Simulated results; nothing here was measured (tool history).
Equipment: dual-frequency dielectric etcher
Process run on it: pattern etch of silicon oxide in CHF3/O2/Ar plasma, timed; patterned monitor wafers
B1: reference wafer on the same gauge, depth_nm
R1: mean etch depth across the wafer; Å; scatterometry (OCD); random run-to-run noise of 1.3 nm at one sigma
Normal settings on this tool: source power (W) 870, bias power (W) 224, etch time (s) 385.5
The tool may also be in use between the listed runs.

Run 1, hour 0: usual settings; B1 893. Result: R1 8932 Å.
Run 2, hour 53.4: usual settings; B1 893.1. Result: R1 8929 Å.
Run 3, hour 78.5: usual settings but bias power (W) 197; B1 893.3. Result: R1 8367 Å.
Run 4, hour 104.2: usual settings but bias power (W) 197; B1 892.4. Result: R1 8393 Å.
Run 5, hour 149.7: usual settings but bias power (W) 197; B1 892.9. Result: R1 8389 Å.
Run 6, hour 174: usual settings; B1 893.1. Result: R1 8960 Å.
At hour 265.2: upper electrode replaced.
At hour 267.5: gauge calibrated.
Run 7, hour 367.1: usual settings; B1 892.7. Result: R1 9034 Å.
Run 8, hour 399.5: usual settings but source power (W) 980, etch time (s) 326.5; B1 893. Result: R1 8085 Å.
At hour 414.6: bias power generator calibrated.
Run 9, hour 450.5: usual settings but source power (W) 750, bias power (W) 251, etch time (s) 339.5; B1 893. Result: R1 7908 Å.
Run 10, hour 495.4: usual settings but source power (W) 780; B1 892.6. Result: R1 8664 Å.
At hour 543.9: source power generator calibrated.
Run 11, hour 567.4: usual settings but source power (W) 670, bias power (W) 277; B1 892.7. Result: R1 9001 Å.
At hour 598.5: wet clean of the chamber.
Run 12, hour 605.1: usual settings but bias power (W) 205, etch time (s) 454; B1 893.3. Result: R1 10035 Å.
Run 13, hour 650.9: usual settings but source power (W) 940, bias power (W) 174, etch time (s) 452; B1 892.7. Result: R1 9490 Å.
Run 14, hour 693.1: usual settings; B1 892.7. Result: R1 8909 Å.
Run 15, hour 754: usual settings but source power (W) 710, bias power (W) 269, etch time (s) 288.5; B1 893. Result: R1 6722 Å.

Alternative continuations, all from the tool just after run 15; predict every row:
Run A, hour 754.5: usual settings but source power (W) 790; B1 ?. Result: R1 ?.
Run B, hour 754.5: usual settings but source power (W) 1050, bias power (W) 245, etch time (s) 346; B1 ?. Result: R1 ?.
Run C, hour 754.5: usual settings but source power (W) 930; B1 ?. Result: R1 ?.

run   B1    R1
  A  893  8577
  B  893  9099
  C  893  9210
The same runs, with their run-to-run variation unchanged, on a tool lacking any hidden condition would have given:
run    R1
  A  8519
  B  9038
  C  9148
